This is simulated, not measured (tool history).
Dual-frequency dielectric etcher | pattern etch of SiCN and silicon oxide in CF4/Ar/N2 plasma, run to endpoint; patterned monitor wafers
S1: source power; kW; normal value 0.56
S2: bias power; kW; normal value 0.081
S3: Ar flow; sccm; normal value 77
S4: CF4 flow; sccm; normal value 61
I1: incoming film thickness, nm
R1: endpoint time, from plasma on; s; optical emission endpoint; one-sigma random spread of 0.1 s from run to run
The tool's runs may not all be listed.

Run 1, day 0: usual settings but S1 0.52 kW; I1 15.64. Result: R1 16.6 s.
Run 2, day 0.55: usual settings but S1 0.52 kW; I1 15.5. Result: R1 16.6 s.
Run 3, day 1.179: usual settings but S1 0.52 kW; I1 15.5. Result: R1 16.4 s.
Run 4, day 1.596: usual settings; I1 15.5. Result: R1 15.4 s.
Run 5, day 2.2: usual settings but S4 56 sccm; I1 15.54. Result: R1 15.7 s.
Run 6, day 2.792: usual settings but S4 56 sccm; I1 15.54. Result: R1 15.6 s.
Run 7, day 4.558: usual settings but S4 56 sccm; I1 15.47. Result: R1 14.9 s.
Run 8, day 4.571: usual settings but S1 0.51 kW; I1 15.63. Result: R1 16.1 s.
Run 9, day 4.583: usual settings; I1 15.62. Result: R1 14.6 s.
Run 10, day 4.596: usual settings; I1 15.58. Result: R1 14.5 s.
Run 11, day 4.638: usual settings; I1 15.69. Result: R1 14.8 s.
Run 12, day 5.329: usual settings but S1 0.6 kW, S3 64 sccm; I1 15.49. Result: R1 13.4 s.
Run 13, day 5.675: usual settings but S4 65 sccm; I1 15.58. Result: R1 14.5 s.
Run 14, day 6.412: usual settings but S1 0.69 kW, S2 0.089 kW, S3 94 sccm, S4 71 sccm; I1 15.63. Result: R1 11.8 s.
Run 15, day 7.104: usual settings but S4 56 sccm; I1 15.71. Result: R1 15.1 s.
Run 16, day 7.504: usual settings; I1 15.57. Result: R1 14.7 s.
Run 17, day 7.892: usual settings but S1 0.46 kW, S2 0.091 kW, S3 61 sccm, S4 51 sccm; I1 15.6. Result: R1 17.1 s.
Run 18, day 8.2: usual settings but S1 0.44 kW, S2 0.099 kW, S3 92 sccm, S4 70 sccm; I1 15.44. Result: R1 17.4 s.
Run 19, day 8.483: usual settings; I1 15.7. Result: R1 15.1 s.
Run 20, day 8.875: usual settings but S1 0.43 kW; I1 15.7. Result: R1 19.1 s.
Run 21, day 9.392: usual settings but S1 0.48 kW, S3 89 sccm; I1 15.77. Result: R1 17.6 s.
Run 22, day 10.1: usual settings but S1 0.62 kW, S2 0.073 kW; I1 15.63. Result: R1 14.2 s.

Not shown here: 6 entries made in the log between runs. Locate each between two listed runs and compare the hidden state at the listed run before it with the hidden state at the listed run after it:
From run 6 to run 7: wet clean of the chamber (day 3.821); bias power generator calibrated (day 4.121); upper electrode replaced (day 4.538)
  etch rate over this chamber's usual, %: -5.42 -> 0.102
  what was measured, less what the result would be without the hidden state, R1: +0.8 -> +0 s
From run 11 to run 12: Ar flow controller replaced (day 5.179)
  etch rate over this chamber's usual, %: 0.0758 -> -0.151
  what was measured, less what the result would be without the hidden state, R1: +0 -> +0 s
From run 13 to run 14: CF4 flow controller replaced (day 6.242)
  etch rate over this chamber's usual, %: -0.264 -> -0.506
  what was measured, less what the result would be without the hidden state, R1: +0 -> +0.1 s
From run 15 to run 16: source power generator calibrated (day 7.346)
  etch rate over this chamber's usual, %: -0.732 -> -0.863
  what was measured, less what the result would be without the hidden state, R1: +0.1 -> +0.1 s
